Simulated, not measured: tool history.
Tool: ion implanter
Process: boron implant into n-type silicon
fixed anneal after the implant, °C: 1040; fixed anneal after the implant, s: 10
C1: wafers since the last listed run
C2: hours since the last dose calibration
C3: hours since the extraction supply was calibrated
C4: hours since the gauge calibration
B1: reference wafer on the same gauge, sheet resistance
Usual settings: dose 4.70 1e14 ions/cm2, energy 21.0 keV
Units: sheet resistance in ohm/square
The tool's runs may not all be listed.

Run 1, hour 0.0: usual settings; C1 0; C2 94.6; C3 2846.0; C4 1613.5; B1 217.17. Result: sheet resistance 227.01 ohm/square.
Run 2, hour 72.7: usual settings; C1 1404; C2 167.3; C3 2918.7; C4 1686.2; B1 216.96. Result: sheet resistance 226.78 ohm/square.
Run 3, hour 143.5: usual settings; C1 1368; C2 238.1; C3 2989.5; C4 1757.0; B1 217.11. Result: sheet resistance 227.49 ohm/square.
Run 4, hour 218.6: usual settings; C1 1451; C2 313.2; C3 3064.6; C4 1832.1; B1 217.03. Result: sheet resistance 227.77 ohm/square.
Run 5, hour 324.0: usual settings; C1 2036; C2 418.6; C3 3170.0; C4 1937.5; B1 217.02. Result: sheet resistance 226.70 ohm/square.
Run 6, hour 397.0: usual settings but dose 4.05 1e14 ions/cm2; C1 1410; C2 491.6; C3 3243.0; C4 2010.5; B1 217.07. Result: sheet resistance 256.67 ohm/square.
Run 7, hour 499.1: usual settings but dose 4.05 1e14 ions/cm2; C1 1972; C2 593.7; C3 3345.1; C4 2112.6; B1 217.17. Result: sheet resistance 256.60 ohm/square.
Run 8, hour 599.7: usual settings but dose 4.05 1e14 ions/cm2; C1 1943; C2 694.3; C3 3445.7; C4 2213.2; B1 216.94. Result: sheet resistance 256.68 ohm/square.
Run 9, hour 665.4: usual settings; C1 1269; C2 760.0; C3 3511.4; C4 2278.9; B1 217.09. Result: sheet resistance 227.62 ohm/square.
Run 10, hour 714.4: usual settings; C1 946; C2 809.0; C3 3560.4; C4 2327.9; B1 217.01. Result: sheet resistance 226.94 ohm/square.
At hour 772.9: extraction supply calibrated.
Run 11, hour 811.0: usual settings; C1 1712; C2 905.6; C3 38.1; C4 2424.5; B1 217.04. Result: sheet resistance 226.85 ohm/square.
Run 12, hour 876.5: usual settings but dose 5.55 1e14 ions/cm2, energy 25.5 keV; C1 1265; C2 971.1; C3 103.6; C4 2490.0; B1 216.95. Result: sheet resistance 193.65 ohm/square.
Run 13, hour 982.6: usual settings; C1 2050; C2 1077.2; C3 209.7; C4 2596.1; B1 216.90. Result: sheet resistance 226.80 ohm/square.
At hour 983.2: gauge calibrated.
Run 14, hour 1060.9: usual settings; C1 1513; C2 1155.5; C3 288.0; C4 77.7; B1 217.04. Result: sheet resistance 225.83 ohm/square.
Run 15, hour 1131.1: usual settings; C1 1356; C2 1225.7; C3 358.2; C4 147.9; B1 216.93. Result: sheet resistance 225.31 ohm/square.
Run 16, hour 1174.3: usual settings; C1 834; C2 1268.9; C3 401.4; C4 191.1; B1 217.06. Result: sheet resistance 225.42 ohm/square.
Run 17, hour 1246.5: usual settings; C1 1395; C2 1341.1; C3 473.6; C4 263.3; B1 217.00. Result: sheet resistance 225.82 ohm/square.
Run 18, hour 1351.8: usual settings but dose 3.55 1e14 ions/cm2; C1 2034; C2 1446.4; C3 578.9; C4 368.6; B1 217.01. Result: sheet resistance 282.02 ohm/square.

Forecast run 19:
Run 19, hour 1407.0: usual settings but dose 5.73 1e14 ions/cm2, energy 24.5 keV; C1 1066; C2 1501.6; C3 634.1; C4 423.8; B1 ?. Result: sheet resistance ?.

{"run 19": {"B1": 217.09, "sheet resistance": 187.34}}
Without the tool's hidden state the same run would have given sheet resistance 189.26 ohm/square.
